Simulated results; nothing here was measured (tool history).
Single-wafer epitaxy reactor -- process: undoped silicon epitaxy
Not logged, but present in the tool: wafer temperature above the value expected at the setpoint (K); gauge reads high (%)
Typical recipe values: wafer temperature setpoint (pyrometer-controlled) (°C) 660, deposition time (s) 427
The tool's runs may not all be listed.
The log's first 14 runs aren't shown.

| run | day | wafer temperature setpoint (pyrometer-controlled) (°C) | deposition time (s) | wafers since the last listed run | hours since the last pyrometer calibration | hours since the gauge calibration | read-back reference wafer on the same gauge, thickness_nm | mean film thickness on the monitor wafer (angstrom) |
|---|---|---|---|---|---|---|---|---|
| 15 | 51.617 | 660 | 493 | 387 | 2143.3 | 206.5 | 79.115 | 903.32 |
| 16 | 55.038 | 660 | 493 | 421 | 2225.4 | 288.6 | 79.005 | 907.89 |
| 17 | 58.346 | 660 | 427 | 407 | 2304.8 | 368.0 | 79.225 | 788.95 |
| 18 | 60.154 | 660 | 427 | 222 | 2348.2 | 411.4 | 79.034 | 790.72 |
| 19 | 61.733 | 660 | 427 | 194 | 2386.1 | 449.3 | 78.958 | 785.34 |
| 20 | 64.250 | 653 | 508 | 310 | 2446.5 | 509.7 | 78.995 | 791.40 |
| 21 | 67.821 | 660 | 427 | 439 | 2532.2 | 595.4 | 79.185 | 785.53 |
| 22 | 69.371 | 656 | 355 | 190 | 2569.4 | 632.6 | 79.145 | 592.32 |
| 23 | 71.458 | 673 | 378 | 257 | 2619.5 | 682.7 | 79.098 | 923.28 |
| 24 | 73.492 | 664 | 484 | 250 | 2668.3 | 731.5 | 79.009 | 970.52 |
| 25 | 75.021 | 651 | 449 | 188 | 2705.0 | 768.2 | 79.044 | 677.45 |
| 26 | 77.758 | 649 | 453 | 337 | 2770.7 | 833.9 | 79.044 | 646.41 |
| 27 | 80.071 | 675 | 348 | 284 | 2826.2 | 889.4 | 79.007 | 892.96 |
|  | 80.650 | pyrometer calibrated |
| 28 | 84.292 | 647 | 361 | 479 | 87.4 | 990.7 | 79.163 | 515.97 |
| 29 | 86.067 | 660 | 427 | 218 | 130.0 | 1033.3 | 79.080 | 820.57 |
| 30 | 88.612 | 675 | 348 | 313 | 191.1 | 1094.4 | 79.031 | 926.70 |
| 31 | 91.279 | 654 | 364 | 328 | 255.1 | 1158.4 | 78.978 | 606.79 |
| 32 | 95.321 | 660 | 427 | 497 | 352.1 | 1255.4 | 79.029 | 810.66 |
| 33 | 99.679 | 660 | 427 | 537 | 456.7 | 1360.0 | 79.101 | 810.62 |
| 34 | 103.267 | 646 | 350 | 442 | 542.8 | 1446.1 | 79.051 | 480.20 |
|  | 105.762 | gauge calibrated |
| 35 | 106.471 | 655 | 427 | 394 | 619.7 | 17.0 | 78.936 | 716.53 |
| 36 | 110.825 | 660 | 493 | 536 | 724.2 | 121.5 | 79.044 | 924.94 |
| 37 | 113.608 | 660 | 427 | 342 | 791.0 | 188.3 | 79.048 | 797.88 |
| 38 | 117.229 | 660 | 377 | 446 | 877.9 | 275.2 | 79.048 | 705.88 |
| 39 | 119.546 | 653 | 381 | 285 | 933.5 | 330.8 | 79.218 | 613.24 |

Predict each of these 4 candidate next runs independently; none follows another, all start after run 39:
| A | 119.567 | 660 | 427 | 2 | 934.0 | 331.3 | ? | ? |
| B | 119.567 | 673 | 427 | 2 | 934.0 | 331.3 | ? | ? |
| C | 119.567 | 660 | 460 | 2 | 934.0 | 331.3 | ? | ? |
| D | 119.567 | 660 | 473 | 2 | 934.0 | 331.3 | ? | ? |

| run | read-back reference wafer on the same gauge, thickness_nm | mean film thickness on the monitor wafer (angstrom) |
|---|---|---|
| A | 79.080 | 798.11 |
| B | 79.080 | 1064.00 |
| C | 79.080 | 859.79 |
| D | 79.080 | 884.08 |
Stripped of hidden state, with their random variation kept, the same runs would have yielded:
| run | mean film thickness on the monitor wafer (angstrom) |
|---|---|
| A | 819.34 |
| B | 1091.48 |
| C | 882.66 |
| D | 907.60 |
